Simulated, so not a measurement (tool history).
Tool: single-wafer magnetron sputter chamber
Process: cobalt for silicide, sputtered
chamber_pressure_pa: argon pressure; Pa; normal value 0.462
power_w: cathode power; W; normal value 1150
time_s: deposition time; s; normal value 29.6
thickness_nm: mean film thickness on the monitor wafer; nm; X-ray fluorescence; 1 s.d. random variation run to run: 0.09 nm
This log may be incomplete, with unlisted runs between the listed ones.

run,hour,chamber_pressure_pa,power_w,time_s,"read-back reference wafer on the same gauge, thickness_nm",thickness_nm
1,0.0,0.462,1150,29.6,18.984,16.881
2,19.4,0.462,1150,29.6,18.965,16.942
3,32.6,0.462,1150,29.6,18.951,16.875
4,45.0,0.462,1150,29.6,18.934,16.998
5,71.0,0.462,1150,29.6,18.918,17.068
# hour 86.9: sputter target and shields replaced
6,104.3,0.462,1150,29.6,18.928,16.888
7,133.4,0.462,1250,29.6,18.917,18.334
8,162.6,0.462,1250,29.6,18.887,18.303
9,184.4,0.462,1150,29.6,18.864,16.859
10,213.2,0.462,1150,29.6,18.859,16.964
11,245.4,0.462,1150,29.6,18.870,16.666
12,261.5,0.462,1150,29.6,18.818,16.746
# hour 273.0: sputter target and shields replaced
13,312.0,0.462,1150,29.6,18.819,16.779
# hour 332.3: magnet pack replaced
14,335.1,0.462,1150,29.6,18.782,16.743
15,365.8,0.462,1150,29.6,18.748,16.577
16,387.5,0.462,1150,29.6,18.763,16.735
17,408.4,0.559,950,27.9,18.710,12.735
18,439.3,0.462,1150,27.6,18.737,15.558
# hour 452.1: sputter target and shields replaced
19,453.9,0.462,1300,29.6,18.755,18.832
20,487.0,0.638,1350,28.0,18.734,17.817
21,505.3,0.462,1150,29.6,18.697,16.633
22,520.9,0.641,1150,35.3,18.703,19.268
23,540.1,0.627,1150,25.8,18.675,14.121
24,561.0,0.462,1150,29.6,18.676,16.622
# hour 595.7: capacitance manometer re-zeroed and calibrated
25,596.2,0.572,1150,31.7,18.649,17.346
# hour 612.5: sputter target and shields replaced
# hour 623.8: gauge calibrated
26,627.8,0.462,1000,26.5,19.139,13.180
27,653.3,0.462,1150,29.6,19.127,17.003
28,678.6,0.462,1150,29.6,19.150,16.871
29,722.1,0.331,850,26.1,19.106,11.352
30,756.3,0.462,1250,24.7,19.076,15.499
# hour 774.2: sputter target and shields replaced
31,778.9,0.554,1250,31.2,19.079,19.134
32,803.6,0.462,1150,29.6,19.072,17.062

Results per run with the tool's hidden condition removed, run-to-run variation unchanged:
Hidden conditions of the tool in this case: deposition rate above that of a new target (%); true argon pressure above the setpoint (%); gauge reads high (%).
run,thickness_nm
1,16.990
2,17.061
3,17.000
4,17.130
5,17.212
6,17.047
7,18.521
8,18.505
9,17.055
10,17.175
11,16.888
12,16.977
13,17.035
14,17.009
15,16.854
16,17.026
17,12.964
18,15.851
19,19.194
20,18.177
21,16.978
22,19.676
23,14.428
24,16.993
25,17.751
26,13.144
27,16.968
28,16.848
29,11.350
30,15.511
31,19.160
32,17.097
